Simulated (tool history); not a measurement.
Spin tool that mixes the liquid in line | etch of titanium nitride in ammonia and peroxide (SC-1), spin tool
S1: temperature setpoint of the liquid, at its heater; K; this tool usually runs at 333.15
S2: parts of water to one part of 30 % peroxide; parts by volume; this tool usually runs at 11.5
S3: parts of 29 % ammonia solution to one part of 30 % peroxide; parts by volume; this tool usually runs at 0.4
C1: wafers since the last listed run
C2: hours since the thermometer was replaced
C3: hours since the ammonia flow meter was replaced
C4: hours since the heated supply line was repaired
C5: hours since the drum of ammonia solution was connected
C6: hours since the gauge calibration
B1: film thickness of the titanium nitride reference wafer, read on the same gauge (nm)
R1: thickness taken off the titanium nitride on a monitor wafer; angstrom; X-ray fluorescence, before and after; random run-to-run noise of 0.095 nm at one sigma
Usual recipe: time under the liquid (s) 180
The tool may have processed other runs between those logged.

{"run": 1, "hour": 0.0, "S1": 333.15, "S2": 11.5, "S3": 0.5, "time under the liquid (s)": 180, "C1": 0, "C2": 693.3, "C3": 1184.3, "C4": 42.6, "C5": 168.1, "C6": 1511.5, "B1": 120.02, "R1": 154.3}
{"run": 2, "hour": 92.1, "S1": 333.15, "S2": 11.5, "S3": 0.5, "time under the liquid (s)": 180, "C1": 431, "C2": 785.4, "C3": 1276.4, "C4": 134.7, "C5": 260.2, "C6": 1603.6, "B1": 119.96, "R1": 153.1}
{"run": 3, "hour": 152.9, "S1": 333.15, "S2": 11.5, "S3": 0.4, "time under the liquid (s)": 180, "C1": 284, "C2": 846.2, "C3": 1337.2, "C4": 195.5, "C5": 321, "C6": 1664.4, "B1": 119.96, "R1": 147.7}
{"hour": 217.7, "done": "new drum of ammonia solution connected"}
{"run": 4, "hour": 254.6, "S1": 330.15, "S2": 11.5, "S3": 0.4, "time under the liquid (s)": 180, "C1": 471, "C2": 947.9, "C3": 1438.9, "C4": 297.2, "C5": 36.9, "C6": 1766.1, "B1": 119.97, "R1": 121.3}
{"run": 5, "hour": 344.8, "S1": 330.15, "S2": 11.5, "S3": 0.4, "time under the liquid (s)": 180, "C1": 422, "C2": 1038.1, "C3": 1529.1, "C4": 387.4, "C5": 127.1, "C6": 1856.3, "B1": 119.97, "R1": 121.3}
{"run": 6, "hour": 430.6, "S1": 330.15, "S2": 11.5, "S3": 0.4, "time under the liquid (s)": 180, "C1": 402, "C2": 1123.9, "C3": 1614.9, "C4": 473.2, "C5": 212.9, "C6": 1942.1, "B1": 119.98, "R1": 121.6}
{"run": 7, "hour": 535.3, "S1": 333.15, "S2": 11.5, "S3": 0.4, "time under the liquid (s)": 180, "C1": 490, "C2": 1228.6, "C3": 1719.6, "C4": 577.9, "C5": 317.6, "C6": 2046.8, "B1": 120, "R1": 149.3}
{"hour": 554.8, "done": "thermometer replaced"}
{"hour": 600.0, "done": "new drum of ammonia solution connected"}
{"run": 8, "hour": 603.5, "S1": 333.15, "S2": 11.5, "S3": 0.4, "time under the liquid (s)": 180, "C1": 310, "C2": 48.7, "C3": 1787.8, "C4": 646.1, "C5": 3.5, "C6": 2115, "B1": 119.98, "R1": 148.7}
{"hour": 611.9, "done": "ammonia flow meter replaced"}
{"run": 9, "hour": 703.1, "S1": 333.15, "S2": 11.5, "S3": 0.4, "time under the liquid (s)": 180, "C1": 462, "C2": 148.3, "C3": 91.2, "C4": 745.7, "C5": 103.1, "C6": 2214.6, "B1": 120.05, "R1": 149.2}
{"hour": 718.1, "done": "gauge calibrated"}
{"run": 10, "hour": 742.0, "S1": 333.15, "S2": 11.5, "S3": 0.45, "time under the liquid (s)": 180, "C1": 182, "C2": 187.2, "C3": 130.1, "C4": 784.6, "C5": 142, "C6": 23.9, "B1": 120.02, "R1": 149.3}
{"run": 11, "hour": 819.0, "S1": 333.15, "S2": 11.5, "S3": 0.45, "time under the liquid (s)": 180, "C1": 360, "C2": 264.2, "C3": 207.1, "C4": 861.6, "C5": 219, "C6": 100.9, "B1": 119.99, "R1": 148.9}
{"run": 12, "hour": 901.7, "S1": 333.15, "S2": 16, "S3": 0.4, "time under the liquid (s)": 180, "C1": 387, "C2": 346.9, "C3": 289.8, "C4": 944.3, "C5": 301.7, "C6": 183.6, "B1": 120.01, "R1": 122}
{"run": 13, "hour": 982.3, "S1": 341.65, "S2": 16.5, "S3": 0.4, "time under the liquid (s)": 180, "C1": 377, "C2": 427.5, "C3": 370.4, "C4": 1024.9, "C5": 382.3, "C6": 264.2, "B1": 120.04, "R1": 210.4}
{"hour": 989.5, "done": "heated supply line repaired"}
{"hour": 1048.3, "done": "new drum of ammonia solution connected"}
{"run": 14, "hour": 1063.9, "S1": 329.15, "S2": 7, "S3": 0.3, "time under the liquid (s)": 90, "C1": 373, "C2": 509.1, "C3": 452, "C4": 74.4, "C5": 15.6, "C6": 345.8, "B1": 119.98, "R1": 70.5}
{"run": 15, "hour": 1127.3, "S1": 329.15, "S2": 11.5, "S3": 0.5, "time under the liquid (s)": 180, "C1": 297, "C2": 572.5, "C3": 515.4, "C4": 137.8, "C5": 79, "C6": 409.2, "B1": 119.99, "R1": 117.4}
{"run": 16, "hour": 1208.0, "S1": 333.15, "S2": 15.5, "S3": 0.4, "time under the liquid (s)": 115, "C1": 378, "C2": 653.2, "C3": 596.1, "C4": 218.5, "C5": 159.7, "C6": 489.9, "B1": 119.98, "R1": 79.7}
{"run": 17, "hour": 1265.8, "S1": 337.65, "S2": 15.5, "S3": 0.45, "time under the liquid (s)": 145, "C1": 270, "C2": 711, "C3": 653.9, "C4": 276.3, "C5": 217.5, "C6": 547.7, "B1": 119.99, "R1": 138.6}
{"run": 18, "hour": 1337.2, "S1": 333.15, "S2": 11.5, "S3": 0.4, "time under the liquid (s)": 180, "C1": 334, "C2": 782.4, "C3": 725.3, "C4": 347.7, "C5": 288.9, "C6": 619.1, "B1": 119.97, "R1": 148.3}
{"hour": 1423.8, "done": "new drum of ammonia solution connected"}
{"run": 19, "hour": 1438.2, "S1": 326.15, "S2": 11.5, "S3": 0.55, "time under the liquid (s)": 180, "C1": 468, "C2": 883.4, "C3": 826.3, "C4": 448.7, "C5": 14.4, "C6": 720.1, "B1": 120.03, "R1": 96.9}
{"run": 20, "hour": 1521.5, "S1": 333.15, "S2": 11.5, "S3": 0.4, "time under the liquid (s)": 180, "C1": 390, "C2": 966.7, "C3": 909.6, "C4": 532, "C5": 97.7, "C6": 803.4, "B1": 120, "R1": 146.9}
{"run": 21, "hour": 1565.4, "S1": 333.15, "S2": 11.5, "S3": 0.4, "time under the liquid (s)": 180, "C1": 205, "C2": 1010.6, "C3": 953.5, "C4": 575.9, "C5": 141.6, "C6": 847.3, "B1": 120.01, "R1": 148.3}
{"run": 22, "hour": 1629.0, "S1": 336.65, "S2": 8.5, "S3": 0.4, "time under the liquid (s)": 180, "C1": 298, "C2": 1074.2, "C3": 1017.1, "C4": 639.5, "C5": 205.2, "C6": 910.9, "B1": 119.98, "R1": 218.2}
{"run": 23, "hour": 1671.6, "S1": 335.65, "S2": 9, "S3": 0.2, "time under the liquid (s)": 280, "C1": 199, "C2": 1116.8, "C3": 1059.7, "C4": 682.1, "C5": 247.8, "C6": 953.5, "B1": 120.01, "R1": 271.6}
{"run": 24, "hour": 1758.7, "S1": 333.15, "S2": 16, "S3": 0.5, "time under the liquid (s)": 225, "C1": 408, "C2": 1203.9, "C3": 1146.8, "C4": 769.2, "C5": 334.9, "C6": 1040.6, "B1": 120.07, "R1": 160.5}
{"hour": 1773.3, "done": "thermometer replaced"}
{"run": 25, "hour": 1816.4, "S1": 341.15, "S2": 11.5, "S3": 0.4, "time under the liquid (s)": 70, "C1": 265, "C2": 43.1, "C3": 1204.5, "C4": 826.9, "C5": 392.6, "C6": 1098.3, "B1": 119.98, "R1": 95.6}

3 options for the next run, each taken on its own from the tool as it stands now. Forecast them:
{"run": "A", "hour": 1816.9, "S1": 333.15, "S2": 9, "S3": 0.4, "time under the liquid (s)": 180, "C1": 2, "C2": 43.6, "C3": 1205, "C4": 827.4, "C5": 393.1, "C6": 1098.8, "B1": "?", "R1": "?"}
{"run": "B", "hour": 1816.9, "S1": 333.15, "S2": 11.5, "S3": 0.5, "time under the liquid (s)": 125, "C1": 2, "C2": 43.6, "C3": 1205, "C4": 827.4, "C5": 393.1, "C6": 1098.8, "B1": "?", "R1": "?"}
{"run": "C", "hour": 1816.9, "S1": 325.65, "S2": 11.5, "S3": 0.25, "time under the liquid (s)": 180, "C1": 2, "C2": 43.6, "C3": 1205, "C4": 827.4, "C5": 393.1, "C6": 1098.8, "B1": "?", "R1": "?"}

run=A B1=119.97 R1=167.6
run=B B1=119.97 R1=106.4
run=C B1=119.97 R1=81.6
With the hidden condition removed and each run's random variation left untouched, the same runs would have given:
run=A R1=167.6
run=B R1=106.4
run=C R1=81.6
